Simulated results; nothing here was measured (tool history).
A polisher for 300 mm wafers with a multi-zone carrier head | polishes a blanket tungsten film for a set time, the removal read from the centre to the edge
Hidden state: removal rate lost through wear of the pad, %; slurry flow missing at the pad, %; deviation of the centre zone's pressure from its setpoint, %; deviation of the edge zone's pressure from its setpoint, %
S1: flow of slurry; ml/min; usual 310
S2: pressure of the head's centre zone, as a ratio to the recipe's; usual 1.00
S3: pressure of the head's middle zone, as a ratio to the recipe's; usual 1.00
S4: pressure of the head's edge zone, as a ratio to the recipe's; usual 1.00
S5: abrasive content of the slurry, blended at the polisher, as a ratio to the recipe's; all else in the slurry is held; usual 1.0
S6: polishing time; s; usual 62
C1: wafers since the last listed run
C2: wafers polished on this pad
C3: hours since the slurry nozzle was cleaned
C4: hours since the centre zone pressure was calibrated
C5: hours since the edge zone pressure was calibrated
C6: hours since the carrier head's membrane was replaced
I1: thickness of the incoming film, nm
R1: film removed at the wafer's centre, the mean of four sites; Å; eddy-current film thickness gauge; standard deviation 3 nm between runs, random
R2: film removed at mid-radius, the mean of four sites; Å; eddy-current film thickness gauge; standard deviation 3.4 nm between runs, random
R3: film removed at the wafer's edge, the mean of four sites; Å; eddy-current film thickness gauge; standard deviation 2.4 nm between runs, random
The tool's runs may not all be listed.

run,day,S1,S2,S3,S4,S5,S6,C1,C2,C3,C4,C5,C6,I1,R1,R2,R3
1,0.000,310,1.00,1.00,1.00,1.0,62,0,150,49.6,796.4,513.6,724.8,756.0,2382,2307,2533
# day 4.962: carrier head's membrane replaced by a new one
# day 7.021: centre zone pressure recalibrated
2,13.275,310,1.00,1.00,1.00,1.0,62,3784,3934,368.2,150.1,832.2,199.5,751.2,2277,2258,2457
# day 14.888: edge zone pressure recalibrated
3,15.171,310,1.00,1.00,1.00,1.0,62,528,4462,413.7,195.6,6.8,245.0,761.0,2261,2260,2443
# day 18.467: slurry nozzle cleaned, repeated, since the last time left the tool worse
4,19.225,310,1.00,1.00,1.00,1.0,62,1169,5632,18.2,292.9,104.1,342.3,771.9,2593,2569,2679
5,22.775,310,1.00,1.00,1.00,1.0,62,1034,6667,103.4,378.1,189.3,427.5,768.2,2527,2598,2700
6,24.542,310,1.00,1.00,1.00,1.0,62,514,7182,145.8,420.5,231.7,469.9,751.9,2565,2540,2673
# day 27.308: worn pad replaced by a new one
7,28.375,310,1.08,1.00,1.11,1.0,62,1068,310,237.8,512.5,323.7,561.9,759.2,2746,2475,2840
8,32.112,310,1.00,1.00,0.96,1.0,52,1089,1400,327.5,602.2,413.4,651.6,757.4,2095,2136,2197
9,36.275,310,1.00,1.00,1.00,1.0,62,1213,2613,427.4,702.1,513.3,751.5,747.3,2558,2533,2653
10,39.867,310,1.00,1.04,1.00,1.0,70,1046,3660,513.6,788.3,599.5,837.7,764.3,2855,2917,2960
11,42.133,310,1.00,1.00,1.00,1.1,51,660,4321,568.0,842.7,653.9,892.1,768.5,2106,2084,2219
# day 42.925: edge zone pressure recalibrated
# day 46.562: slurry nozzle cleaned
# day 49.467: carrier head's membrane replaced by a new one
# day 50.338: worn pad replaced by a new one
12,53.754,310,1.00,0.90,1.00,1.2,62,3241,996,172.6,1121.6,259.9,102.9,748.8,2709,2444,2761
# day 55.025: centre zone pressure recalibrated
13,56.238,310,1.00,1.10,1.05,0.9,62,699,1695,232.2,29.1,319.5,162.5,761.1,2499,2653,2698
14,58.238,255,1.00,1.00,1.00,1.0,62,582,2278,280.2,77.1,367.5,210.5,774.0,2459,2481,2616
15,62.738,310,1.00,1.00,1.00,1.0,62,1311,3590,388.2,185.1,475.5,318.5,763.7,2510,2517,2670
16,64.892,310,1.00,1.00,1.09,1.3,44,627,4218,439.9,236.8,527.2,370.2,758.9,1898,1892,2073
17,68.029,310,1.00,1.00,1.07,1.0,79,914,5133,515.2,312.1,602.5,445.5,763.6,3248,3214,3533
18,70.442,310,1.00,1.10,1.05,0.9,62,703,5836,573.1,370.0,660.4,503.4,756.5,2491,2633,2675
19,74.383,360,1.00,1.00,0.95,0.9,55,1148,6985,667.7,464.6,755.0,598.0,772.1,2173,2222,2236
# day 75.408: worn pad replaced by a new one
# day 76.792: slurry nozzle cleaned
20,77.446,310,1.00,1.00,1.00,1.2,62,831,581,15.7,538.1,828.5,671.5,745.6,2673,2655,2788
# day 79.117: edge zone pressure recalibrated
21,81.858,310,1.00,1.06,0.93,1.0,56,1261,1843,121.6,644.0,65.8,777.4,757.5,2349,2326,2302
22,83.829,310,1.00,1.00,1.00,0.7,62,574,2417,168.9,691.3,113.1,824.7,762.5,2380,2337,2491

3 options for the next run, each taken on its own from the tool as it stands now. Forecast them:
A,83.846,310,1.00,0.95,1.00,1.0,62,4,2422,169.3,691.7,113.5,825.1,768.0,?,?,?
B,83.846,310,0.93,1.00,1.00,0.9,62,4,2422,169.3,691.7,113.5,825.1,768.0,?,?,?
C,83.846,370,1.00,0.93,1.00,1.0,62,4,2422,169.3,691.7,113.5,825.1,768.0,?,?,?

run,R1,R2,R3
A,2515,2450,2676
B,2306,2483,2617
C,2564,2457,2712
Stripped of hidden state, with their random variation kept, the same runs would have yielded:
run,R1,R2,R3
A,2528,2461,2685
B,2318,2494,2626
C,2575,2467,2720

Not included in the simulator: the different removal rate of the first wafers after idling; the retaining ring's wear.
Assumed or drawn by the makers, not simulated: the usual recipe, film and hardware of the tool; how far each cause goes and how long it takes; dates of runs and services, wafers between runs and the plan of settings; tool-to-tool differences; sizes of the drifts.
